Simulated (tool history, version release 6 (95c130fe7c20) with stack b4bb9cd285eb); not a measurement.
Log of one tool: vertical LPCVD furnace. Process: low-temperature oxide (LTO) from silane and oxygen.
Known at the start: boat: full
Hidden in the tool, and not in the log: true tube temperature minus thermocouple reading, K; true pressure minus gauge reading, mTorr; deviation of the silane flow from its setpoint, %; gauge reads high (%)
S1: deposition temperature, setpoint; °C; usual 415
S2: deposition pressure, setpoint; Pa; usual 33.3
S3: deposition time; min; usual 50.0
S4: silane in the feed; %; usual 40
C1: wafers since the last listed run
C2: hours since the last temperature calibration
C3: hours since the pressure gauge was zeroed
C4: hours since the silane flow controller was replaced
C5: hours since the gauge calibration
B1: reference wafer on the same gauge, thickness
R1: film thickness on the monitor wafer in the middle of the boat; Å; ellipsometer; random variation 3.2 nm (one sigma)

run,day,S1,S2,S3,S4,C1,C2,C3,C4,C5,B1,R1
1,0.000,415,33.3,50.0,40,0,1782.2,2314.2,5914.6,1831.7,502.27,6337.6
2,4.150,415,33.3,50.0,40,2074,1881.8,2413.8,6014.2,1931.3,503.23,6310.1
3,8.217,415,33.3,50.0,40,2032,1979.4,2511.4,6111.8,2028.9,501.59,6364.6
4,11.683,415,33.3,50.0,40,1732,2062.6,2594.6,6195.0,2112.1,504.78,6370.6
5,13.621,415,33.3,50.0,40,968,2109.1,2641.1,6241.5,2158.6,503.30,6420.9
6,15.779,415,33.3,50.0,40,1078,2160.9,2692.9,6293.3,2210.4,502.53,6390.8
7,20.046,415,33.3,50.0,40,2132,2263.3,2795.3,6395.7,2312.8,502.15,6519.0
# day 22.671: thermocouples replaced and temperature profile calibrated
# day 23.267: silane flow controller replaced
8,23.525,419,33.3,50.0,40,941,20.5,2878.8,6.2,2396.3,503.17,6566.1
# day 24.967: gauge calibrated
9,26.221,419,33.3,50.0,40,1347,85.2,2943.5,70.9,30.1,503.47,6569.6
10,28.483,419,33.3,50.0,40,1130,139.5,2997.8,125.2,84.4,502.08,6618.0
11,31.212,415,29.3,31.5,40,1364,205.0,3063.3,190.7,149.9,502.42,3552.4
# day 34.442: pressure gauge zeroed
12,38.150,415,33.3,50.0,40,2967,371.5,89.0,357.2,316.4,502.74,6039.8
13,42.188,425,30.0,30.5,40,2017,468.4,185.9,454.1,413.3,504.25,3645.1
14,43.779,411,27.3,50.0,40,795,506.6,224.1,492.3,451.5,504.78,4741.3
15,45.758,415,30.0,50.0,46,989,554.1,271.6,539.8,499.0,502.55,6260.9
16,48.038,415,33.3,58.5,38,1139,608.8,326.3,594.5,553.7,503.97,6617.1
17,50.196,415,33.3,50.0,40,1078,660.6,378.1,646.3,605.5,503.35,6012.6
18,51.925,415,33.3,32.0,40,864,702.1,419.6,687.8,647.0,501.28,3852.9
19,55.583,415,40.7,50.0,40,1828,789.9,507.4,775.6,734.8,502.57,7369.2
20,59.408,415,33.3,50.0,40,1911,881.7,599.2,867.4,826.6,502.91,6033.0
21,61.533,415,33.3,63.0,36,1062,932.7,650.2,918.4,877.6,503.34,6711.5
22,63.733,415,33.3,64.0,44,1099,985.5,703.0,971.2,930.4,502.49,8578.4
23,67.450,415,33.3,50.0,40,1857,1074.7,792.2,1060.4,1019.6,504.05,6033.4
24,71.233,415,33.3,30.0,40,1890,1165.5,883.0,1151.2,1110.4,502.63,3651.9
25,73.354,423,35.3,66.0,40,1059,1216.4,933.9,1202.1,1161.3,502.19,9240.0
26,75.646,415,33.3,50.0,40,1145,1271.4,988.9,1257.1,1216.3,503.55,6105.4
27,79.017,415,27.3,50.0,35,1684,1352.3,1069.8,1338.0,1297.2,503.37,4242.2
28,83.496,415,33.3,37.0,34,2238,1459.8,1177.3,1445.5,1404.7,502.63,3693.9
29,86.096,415,33.3,50.0,40,1299,1522.2,1239.7,1507.9,1467.1,501.51,6087.0
30,89.242,415,33.3,50.0,40,1572,1597.7,1315.2,1583.4,1542.6,502.69,6137.2
31,91.075,406,28.0,41.0,37,916,1641.7,1359.2,1627.4,1586.6,504.03,3516.5

4 ways to go on from here, each from the tool as it stands after run 31. What would each give?
A,91.250,424,33.3,50.0,40,87,1645.9,1363.4,1631.6,1590.8,?,?
B,91.250,415,33.3,67.0,40,87,1645.9,1363.4,1631.6,1590.8,?,?
C,91.250,411,33.3,44.0,40,87,1645.9,1363.4,1631.6,1590.8,?,?
D,91.250,424,30.7,58.0,44,87,1645.9,1363.4,1631.6,1590.8,?,?

run,B1,R1
A,502.50,6784.4
B,502.50,8296.0
C,502.50,5225.5
D,502.50,7999.1
Without the tool's hidden state the same runs would have given:
run,R1
A,6649.4
B,8127.1
C,5118.1
D,7838.4

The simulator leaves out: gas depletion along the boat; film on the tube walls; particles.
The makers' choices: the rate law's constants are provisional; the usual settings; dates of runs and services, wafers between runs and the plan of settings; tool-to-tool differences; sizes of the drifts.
